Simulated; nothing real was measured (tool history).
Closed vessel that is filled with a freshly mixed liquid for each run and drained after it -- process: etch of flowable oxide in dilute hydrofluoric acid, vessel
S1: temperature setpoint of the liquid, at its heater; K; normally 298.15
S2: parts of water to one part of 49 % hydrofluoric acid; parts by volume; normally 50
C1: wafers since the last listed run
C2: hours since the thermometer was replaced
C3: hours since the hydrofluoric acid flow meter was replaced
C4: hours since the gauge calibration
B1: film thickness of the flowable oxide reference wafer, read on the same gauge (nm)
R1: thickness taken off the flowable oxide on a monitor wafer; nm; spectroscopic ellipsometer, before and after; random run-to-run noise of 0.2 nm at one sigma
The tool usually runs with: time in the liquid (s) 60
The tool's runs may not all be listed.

{"run": 1, "hour": 0.0, "S1": 298.15, "S2": 50, "time in the liquid (s)": 35, "C1": 0, "C2": 1200, "C3": 1187.2, "C4": 1187, "B1": 79.99, "R1": 17.68}
{"run": 2, "hour": 30.7, "S1": 298.15, "S2": 30, "time in the liquid (s)": 60, "C1": 2732, "C2": 1230.7, "C3": 1217.9, "C4": 1217.7, "B1": 80, "R1": 52.12}
{"run": 3, "hour": 65.3, "S1": 298.15, "S2": 30, "time in the liquid (s)": 60, "C1": 3079, "C2": 1265.3, "C3": 1252.5, "C4": 1252.3, "B1": 80, "R1": 52.45}
{"run": 4, "hour": 92.5, "S1": 294.65, "S2": 60, "time in the liquid (s)": 60, "C1": 2421, "C2": 1292.5, "C3": 1279.7, "C4": 1279.5, "B1": 79.99, "R1": 21.75}
{"run": 5, "hour": 123.7, "S1": 294.65, "S2": 60, "time in the liquid (s)": 60, "C1": 2777, "C2": 1323.7, "C3": 1310.9, "C4": 1310.7, "B1": 80.02, "R1": 21.62}
{"run": 6, "hour": 144.5, "S1": 294.65, "S2": 60, "time in the liquid (s)": 60, "C1": 1851, "C2": 1344.5, "C3": 1331.7, "C4": 1331.5, "B1": 80, "R1": 21.62}
{"run": 7, "hour": 170.2, "S1": 298.15, "S2": 50, "time in the liquid (s)": 60, "C1": 2287, "C2": 1370.2, "C3": 1357.4, "C4": 1357.2, "B1": 80.01, "R1": 30.35}
{"hour": 174.4, "done": "hydrofluoric acid flow meter replaced"}
{"run": 8, "hour": 186.2, "S1": 298.15, "S2": 50, "time in the liquid (s)": 60, "C1": 1335, "C2": 1386.2, "C3": 11.8, "C4": 1373.2, "B1": 80.01, "R1": 32.74}
{"hour": 210.0, "done": "gauge calibrated"}
{"run": 9, "hour": 218.9, "S1": 298.15, "S2": 50, "time in the liquid (s)": 60, "C1": 2910, "C2": 1418.9, "C3": 44.5, "C4": 8.9, "B1": 80.01, "R1": 32.57}
{"run": 10, "hour": 238.7, "S1": 298.15, "S2": 50, "time in the liquid (s)": 60, "C1": 1762, "C2": 1438.7, "C3": 64.3, "C4": 28.7, "B1": 80.01, "R1": 32.51}
{"run": 11, "hour": 259.0, "S1": 298.15, "S2": 50, "time in the liquid (s)": 90, "C1": 1806, "C2": 1459, "C3": 84.6, "C4": 49, "B1": 80.02, "R1": 48.43}
{"run": 12, "hour": 288.3, "S1": 295.15, "S2": 50, "time in the liquid (s)": 40, "C1": 2608, "C2": 1488.3, "C3": 113.9, "C4": 78.3, "B1": 80, "R1": 19.06}
{"run": 13, "hour": 305.8, "S1": 295.15, "S2": 65, "time in the liquid (s)": 30, "C1": 1557, "C2": 1505.8, "C3": 131.4, "C4": 95.8, "B1": 80, "R1": 10.9}
{"run": 14, "hour": 340.7, "S1": 298.15, "S2": 50, "time in the liquid (s)": 60, "C1": 3106, "C2": 1540.7, "C3": 166.3, "C4": 130.7, "B1": 79.98, "R1": 32.52}
{"run": 15, "hour": 353.4, "S1": 298.15, "S2": 25, "time in the liquid (s)": 45, "C1": 1130, "C2": 1553.4, "C3": 179, "C4": 143.4, "B1": 79.99, "R1": 49.9}
{"hour": 362.9, "done": "thermometer replaced"}
{"run": 16, "hour": 371.9, "S1": 298.15, "S2": 50, "time in the liquid (s)": 35, "C1": 1557, "C2": 9, "C3": 197.5, "C4": 161.9, "B1": 80, "R1": 18.83}
{"run": 17, "hour": 431.1, "S1": 302.65, "S2": 25, "time in the liquid (s)": 60, "C1": 5269, "C2": 68.2, "C3": 256.7, "C4": 221.1, "B1": 80.01, "R1": 80.03}
{"run": 18, "hour": 448.9, "S1": 298.15, "S2": 50, "time in the liquid (s)": 60, "C1": 1584, "C2": 86, "C3": 274.5, "C4": 238.9, "B1": 80, "R1": 32.18}
{"run": 19, "hour": 478.6, "S1": 298.15, "S2": 50, "time in the liquid (s)": 60, "C1": 2643, "C2": 115.7, "C3": 304.2, "C4": 268.6, "B1": 79.99, "R1": 32.19}
{"run": 20, "hour": 498.6, "S1": 296.15, "S2": 50, "time in the liquid (s)": 60, "C1": 1780, "C2": 135.7, "C3": 324.2, "C4": 288.6, "B1": 80, "R1": 29.65}
{"run": 21, "hour": 516.0, "S1": 298.15, "S2": 50, "time in the liquid (s)": 30, "C1": 1548, "C2": 153.1, "C3": 341.6, "C4": 306, "B1": 79.99, "R1": 15.87}
{"run": 22, "hour": 541.7, "S1": 298.15, "S2": 60, "time in the liquid (s)": 50, "C1": 2287, "C2": 178.8, "C3": 367.3, "C4": 331.7, "B1": 79.98, "R1": 22.1}
{"run": 23, "hour": 557.9, "S1": 295.15, "S2": 35, "time in the liquid (s)": 40, "C1": 1442, "C2": 195, "C3": 383.5, "C4": 347.9, "B1": 79.99, "R1": 27.63}
{"run": 24, "hour": 590.8, "S1": 295.15, "S2": 75, "time in the liquid (s)": 90, "C1": 2928, "C2": 227.9, "C3": 416.4, "C4": 380.8, "B1": 80, "R1": 27.48}
{"run": 25, "hour": 603.7, "S1": 294.65, "S2": 35, "time in the liquid (s)": 60, "C1": 1148, "C2": 240.8, "C3": 429.3, "C4": 393.7, "B1": 80.01, "R1": 40.36}
{"run": 26, "hour": 638.2, "S1": 294.65, "S2": 40, "time in the liquid (s)": 90, "C1": 3070, "C2": 275.3, "C3": 463.8, "C4": 428.2, "B1": 80, "R1": 52.46}
{"run": 27, "hour": 673.2, "S1": 300.65, "S2": 35, "time in the liquid (s)": 35, "C1": 3115, "C2": 310.3, "C3": 498.8, "C4": 463.2, "B1": 80.02, "R1": 29.93}
{"run": 28, "hour": 696.3, "S1": 298.15, "S2": 50, "time in the liquid (s)": 60, "C1": 2056, "C2": 333.4, "C3": 521.9, "C4": 486.3, "B1": 80.01, "R1": 31.68}
{"run": 29, "hour": 713.1, "S1": 298.15, "S2": 50, "time in the liquid (s)": 60, "C1": 1495, "C2": 350.2, "C3": 538.7, "C4": 503.1, "B1": 80.01, "R1": 31.61}
{"run": 30, "hour": 732.2, "S1": 301.15, "S2": 75, "time in the liquid (s)": 30, "C1": 1700, "C2": 369.3, "C3": 557.8, "C4": 522.2, "B1": 80.02, "R1": 11.44}

The next listed run, before its measurement:
{"run": 31, "hour": 750.9, "S1": 296.65, "S2": 65, "time in the liquid (s)": 90, "C1": 1664, "C2": 388, "C3": 576.5, "C4": 540.9, "B1": "?", "R1": "?"}

{"run 31": {"B1": 80, "R1": 33.78}}
Without the tool's hidden state the same run would have given R1 35.31 nm.

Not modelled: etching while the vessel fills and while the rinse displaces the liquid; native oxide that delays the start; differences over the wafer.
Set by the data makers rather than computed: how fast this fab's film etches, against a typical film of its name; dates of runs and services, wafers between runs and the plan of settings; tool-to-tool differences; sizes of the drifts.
